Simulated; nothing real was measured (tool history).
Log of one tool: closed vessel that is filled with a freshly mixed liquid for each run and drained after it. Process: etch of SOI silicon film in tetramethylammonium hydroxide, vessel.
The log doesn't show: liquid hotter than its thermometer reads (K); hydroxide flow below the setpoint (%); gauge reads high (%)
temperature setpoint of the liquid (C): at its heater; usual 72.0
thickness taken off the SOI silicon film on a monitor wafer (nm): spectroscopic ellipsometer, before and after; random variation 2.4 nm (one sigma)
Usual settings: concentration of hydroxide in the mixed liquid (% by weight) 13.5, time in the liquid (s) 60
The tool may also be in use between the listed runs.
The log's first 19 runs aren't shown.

run    hour  temperature setpoint of the liquid (C)  concentration of hydroxide in the mixed liquid (% by weight)  time in the liquid (s)  wafers since the last listed run  hours since the thermometer was replaced  hours since the hydroxide flow meter was replaced  hours since the gauge calibration  read-back film thickness of the SOI silicon film reference wafer, read on the same gauge (nm)  thickness taken off the SOI silicon film on a monitor wafer (nm)
 20   849.0                                    72.0                                                          13.5                      80                              3863                                     139.6                                              628.6                              303.6                                                                                         140.12                                                            536.14
 21   905.3                                    76.0                                                          11.5                      30                              7741                                     195.9                                              684.9                              359.9                                                                                         140.21                                                            273.19
 22   957.0                                    72.0                                                          11.0                      90                              7109                                     247.6                                              736.6                              411.6                                                                                         140.27                                                            647.25
 23   999.3                                    77.0                                                          11.0                      95                              5816                                     289.9                                              778.9                              453.9                                                                                         140.34                                                            927.02
 24  1087.6                                    72.0                                                          13.5                      50                             12141                                     378.2                                              867.2                              542.2                                                                                         140.52                                                            333.06
 25  1154.0                                    72.0                                                          13.5                      60                              9130                                     444.6                                              933.6                              608.6                                                                                         140.68                                                            400.32
 26  1190.9                                    69.0                                                          15.0                      45                              5073                                     481.5                                              970.5                              645.5                                                                                         140.73                                                            240.03
 27  1250.9                                    67.0                                                          12.0                      30                              8250                                     541.5                                             1030.5                              705.5                                                                                         140.90                                                            157.31
 28  1305.0                                    78.5                                                          13.5                      60                              7439                                     595.6                                             1084.6                              759.6                                                                                         141.05                                                            581.83
 29  1371.8                                    77.5                                                          15.0                      80                              9185                                     662.4                                             1151.4                              826.4                                                                                         141.23                                                            695.99
 30  1425.0                                    72.0                                                          13.5                      60                              7315                                     715.6                                             1204.6                              879.6                                                                                         141.42                                                            407.55
 31  1477.2                                    72.0                                                          13.5                      30                              7177                                     767.8                                             1256.8                              931.8                                                                                         141.60                                                            201.99
 32  1505.9                                    77.0                                                          11.0                      35                              3946                                     796.5                                             1285.5                              960.5                                                                                         141.72                                                            340.71
 33  1542.3                                    72.0                                                          13.5                      60                              5005                                     832.9                                             1321.9                              996.9                                                                                         141.85                                                            408.82

Forecast each of these 5 alternatives for the next run:
  A  1543.0                                    72.0                                                          11.0                      60                                96                                     833.6                                             1322.6                              997.6                                                                                              ?                                                                 ?
  B  1543.0                                    75.0                                                          10.0                      45                                96                                     833.6                                             1322.6                              997.6                                                                                              ?                                                                 ?
  C  1543.0                                    75.5                                                          17.0                      60                                96                                     833.6                                             1322.6                              997.6                                                                                              ?                                                                 ?
  D  1543.0                                    75.0                                                          12.0                      30                                96                                     833.6                                             1322.6                              997.6                                                                                              ?                                                                 ?
  E  1543.0                                    65.0                                                          11.5                      40                                96                                     833.6                                             1322.6                              997.6                                                                                              ?                                                                 ?

run  read-back film thickness of the SOI silicon film reference wafer, read on the same gauge (nm)  thickness taken off the SOI silicon film on a monitor wafer (nm)
  A                                                                                         141.85                                                            443.11
  B                                                                                         141.85                                                            407.86
  C                                                                                         141.85                                                            451.02
  D                                                                                         141.85                                                            254.67
  E                                                                                         141.85                                                            191.95
Without the tool's hidden state the same runs would have given:
run  thickness taken off the SOI silicon film on a monitor wafer (nm)
  A                                                            437.35
  B                                                            402.56
  C                                                            445.16
  D                                                            251.36
  E                                                            189.46
